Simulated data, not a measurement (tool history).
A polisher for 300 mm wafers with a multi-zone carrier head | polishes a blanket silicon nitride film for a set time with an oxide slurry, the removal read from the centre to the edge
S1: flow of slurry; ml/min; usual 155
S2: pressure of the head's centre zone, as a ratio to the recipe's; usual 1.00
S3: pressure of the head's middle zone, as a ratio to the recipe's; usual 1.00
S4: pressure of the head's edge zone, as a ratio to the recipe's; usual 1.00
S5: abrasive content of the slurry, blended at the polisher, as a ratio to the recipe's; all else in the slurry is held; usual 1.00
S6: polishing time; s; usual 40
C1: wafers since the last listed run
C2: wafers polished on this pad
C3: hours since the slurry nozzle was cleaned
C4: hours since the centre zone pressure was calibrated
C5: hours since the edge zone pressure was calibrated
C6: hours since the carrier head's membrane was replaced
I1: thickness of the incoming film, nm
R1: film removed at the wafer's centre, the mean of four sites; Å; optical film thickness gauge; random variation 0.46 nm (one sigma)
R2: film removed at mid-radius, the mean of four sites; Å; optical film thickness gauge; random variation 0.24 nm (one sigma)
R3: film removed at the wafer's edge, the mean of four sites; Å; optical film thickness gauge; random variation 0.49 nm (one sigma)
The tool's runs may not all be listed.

{"run": 1, "day": 0.0, "S1": 155, "S2": 1.0, "S3": 1.0, "S4": 1.0, "S5": 1.0, "S6": 40, "C1": 0, "C2": 6, "C3": 154.8, "C4": 552.4, "C5": 140.3, "C6": 267.4, "I1": 479.5, "R1": 343, "R2": 364, "R3": 362}
{"run": 2, "day": 1.967, "S1": 155, "S2": 1.0, "S3": 1.0, "S4": 1.0, "S5": 1.0, "S6": 40, "C1": 594, "C2": 600, "C3": 202.0, "C4": 599.6, "C5": 187.5, "C6": 314.6, "I1": 488.1, "R1": 348, "R2": 368, "R3": 350}
{"run": 3, "day": 4.738, "S1": 155, "S2": 1.0, "S3": 1.0, "S4": 0.94, "S5": 1.0, "S6": 40, "C1": 837, "C2": 1437, "C3": 268.5, "C4": 666.1, "C5": 254.0, "C6": 381.1, "I1": 474.2, "R1": 350, "R2": 366, "R3": 348}
{"run": 4, "day": 9.079, "S1": 155, "S2": 1.0, "S3": 1.0, "S4": 0.94, "S5": 1.0, "S6": 40, "C1": 1311, "C2": 2749, "C3": 372.7, "C4": 770.3, "C5": 358.2, "C6": 485.3, "I1": 479.0, "R1": 345, "R2": 372, "R3": 353}
{"run": 5, "day": 12.396, "S1": 155, "S2": 1.0, "S3": 1.0, "S4": 1.0, "S5": 1.0, "S6": 40, "C1": 1001, "C2": 3751, "C3": 452.3, "C4": 849.9, "C5": 437.8, "C6": 564.9, "I1": 481.0, "R1": 340, "R2": 368, "R3": 365}
{"day": 14.092, "done": "worn pad replaced by a new one"}
{"run": 6, "day": 14.6, "S1": 155, "S2": 1.0, "S3": 1.0, "S4": 1.0, "S5": 1.0, "S6": 40, "C1": 615, "C2": 153, "C3": 505.2, "C4": 902.8, "C5": 490.7, "C6": 617.8, "I1": 477.7, "R1": 348, "R2": 368, "R3": 361}
{"run": 7, "day": 16.133, "S1": 155, "S2": 1.0, "S3": 1.0, "S4": 1.0, "S5": 1.0, "S6": 40, "C1": 463, "C2": 616, "C3": 542.0, "C4": 939.6, "C5": 527.5, "C6": 654.6, "I1": 486.2, "R1": 343, "R2": 370, "R3": 364}
{"day": 17.033, "done": "edge zone pressure recalibrated"}
{"run": 8, "day": 19.35, "S1": 155, "S2": 1.0, "S3": 1.0, "S4": 1.0, "S5": 1.0, "S6": 40, "C1": 946, "C2": 1562, "C3": 619.2, "C4": 1016.8, "C5": 55.6, "C6": 731.8, "I1": 481.9, "R1": 342, "R2": 365, "R3": 370}
{"run": 9, "day": 22.25, "S1": 155, "S2": 1.0, "S3": 1.0, "S4": 1.0, "S5": 1.0, "S6": 46, "C1": 876, "C2": 2439, "C3": 688.8, "C4": 1086.4, "C5": 125.2, "C6": 801.4, "I1": 480.0, "R1": 386, "R2": 423, "R3": 411}
{"day": 23.175, "done": "centre zone pressure recalibrated"}
{"run": 10, "day": 26.733, "S1": 155, "S2": 1.0, "S3": 1.0, "S4": 1.0, "S5": 0.8, "S6": 40, "C1": 1329, "C2": 3768, "C3": 796.4, "C4": 85.4, "C5": 232.8, "C6": 909.0, "I1": 482.1, "R1": 329, "R2": 338, "R3": 340}
{"day": 29.079, "done": "worn pad replaced by a new one"}
{"run": 11, "day": 29.846, "S1": 135, "S2": 1.05, "S3": 1.0, "S4": 1.08, "S5": 1.0, "S6": 40, "C1": 889, "C2": 231, "C3": 871.1, "C4": 160.1, "C5": 307.5, "C6": 983.7, "I1": 474.9, "R1": 354, "R2": 354, "R3": 373}
{"day": 32.05, "done": "slurry nozzle cleaned"}
{"run": 12, "day": 32.071, "S1": 175, "S2": 1.0, "S3": 1.0, "S4": 1.0, "S5": 1.0, "S6": 28, "C1": 659, "C2": 891, "C3": 0.5, "C4": 213.5, "C5": 360.9, "C6": 1037.1, "I1": 477.2, "R1": 254, "R2": 262, "R3": 260}
{"run": 13, "day": 33.625, "S1": 155, "S2": 1.0, "S3": 1.0, "S4": 1.0, "S5": 1.0, "S6": 40, "C1": 469, "C2": 1360, "C3": 37.8, "C4": 250.8, "C5": 398.2, "C6": 1074.4, "I1": 476.2, "R1": 351, "R2": 366, "R3": 371}
{"run": 14, "day": 36.646, "S1": 155, "S2": 1.0, "S3": 1.0, "S4": 1.0, "S5": 1.2, "S6": 40, "C1": 912, "C2": 2273, "C3": 110.3, "C4": 323.3, "C5": 470.7, "C6": 1146.9, "I1": 482.8, "R1": 381, "R2": 391, "R3": 391}
{"day": 37.904, "done": "edge zone pressure recalibrated"}
{"run": 15, "day": 38.496, "S1": 205, "S2": 1.0, "S3": 1.0, "S4": 1.0, "S5": 0.8, "S6": 40, "C1": 533, "C2": 2807, "C3": 154.7, "C4": 367.7, "C5": 14.2, "C6": 1191.3, "I1": 481.1, "R1": 344, "R2": 355, "R3": 354}
{"run": 16, "day": 40.058, "S1": 155, "S2": 1.0, "S3": 1.0, "S4": 1.0, "S5": 1.0, "S6": 33, "C1": 472, "C2": 3279, "C3": 192.2, "C4": 405.2, "C5": 51.7, "C6": 1228.8, "I1": 479.4, "R1": 290, "R2": 306, "R3": 301}
{"day": 40.862, "done": "carrier head's membrane replaced by a new one"}
{"day": 43.817, "done": "worn pad replaced by a new one"}
{"run": 17, "day": 44.046, "S1": 155, "S2": 1.0, "S3": 0.95, "S4": 1.0, "S5": 0.8, "S6": 40, "C1": 1091, "C2": 69, "C3": 287.9, "C4": 500.9, "C5": 147.4, "C6": 76.4, "I1": 474.3, "R1": 323, "R2": 332, "R3": 339}
{"run": 18, "day": 48.296, "S1": 115, "S2": 1.0, "S3": 1.0, "S4": 1.0, "S5": 1.0, "S6": 40, "C1": 1283, "C2": 1353, "C3": 389.9, "C4": 602.9, "C5": 249.4, "C6": 178.4, "I1": 480.2, "R1": 330, "R2": 345, "R3": 348}
{"run": 19, "day": 51.988, "S1": 155, "S2": 1.0, "S3": 1.0, "S4": 1.0, "S5": 1.0, "S6": 40, "C1": 1115, "C2": 2468, "C3": 478.5, "C4": 691.5, "C5": 338.0, "C6": 267.0, "I1": 477.3, "R1": 345, "R2": 369, "R3": 359}
{"run": 20, "day": 55.804, "S1": 155, "S2": 1.0, "S3": 1.0, "S4": 1.0, "S5": 1.0, "S6": 40, "C1": 1152, "C2": 3621, "C3": 570.1, "C4": 783.1, "C5": 429.6, "C6": 358.6, "I1": 485.3, "R1": 336, "R2": 369, "R3": 358}
{"day": 56.829, "done": "worn pad replaced by a new one"}
{"run": 21, "day": 58.308, "S1": 125, "S2": 1.1, "S3": 1.0, "S4": 1.0, "S5": 1.0, "S6": 36, "C1": 706, "C2": 447, "C3": 630.2, "C4": 843.2, "C5": 489.7, "C6": 418.7, "I1": 477.1, "R1": 322, "R2": 313, "R3": 322}
{"run": 22, "day": 60.942, "S1": 155, "S2": 1.0, "S3": 1.0, "S4": 1.0, "S5": 1.0, "S6": 40, "C1": 795, "C2": 1242, "C3": 693.4, "C4": 906.4, "C5": 552.9, "C6": 481.9, "I1": 477.5, "R1": 343, "R2": 371, "R3": 364}

Forecast each of these 3 alternatives for the next run:
{"run": "A", "day": 60.958, "S1": 155, "S2": 1.0, "S3": 0.96, "S4": 1.0, "S5": 1.0, "S6": 40, "C1": 5, "C2": 1247, "C3": 693.8, "C4": 906.8, "C5": 553.3, "C6": 482.3, "I1": 482.7, "R1": "?", "R2": "?", "R3": "?"}
{"run": "B", "day": 60.958, "S1": 135, "S2": 1.04, "S3": 1.0, "S4": 0.88, "S5": 0.75, "S6": 40, "C1": 5, "C2": 1247, "C3": 693.8, "C4": 906.8, "C5": 553.3, "C6": 482.3, "I1": 482.7, "R1": "?", "R2": "?", "R3": "?"}
{"run": "C", "day": 60.958, "S1": 130, "S2": 1.0, "S3": 1.11, "S4": 1.0, "S5": 0.75, "S6": 49, "C1": 5, "C2": 1247, "C3": 693.8, "C4": 906.8, "C5": 553.3, "C6": 482.3, "I1": 482.7, "R1": "?", "R2": "?", "R3": "?"}

run=A R1=337 R2=358 R3=366
run=B R1=304 R2=318 R3=303
run=C R1=355 R2=405 R3=391
Without the tool's hidden state the same runs would have given:
run=A R1=347 R2=358 R3=366
run=B R1=313 R2=318 R3=303
run=C R1=364 R2=405 R3=391
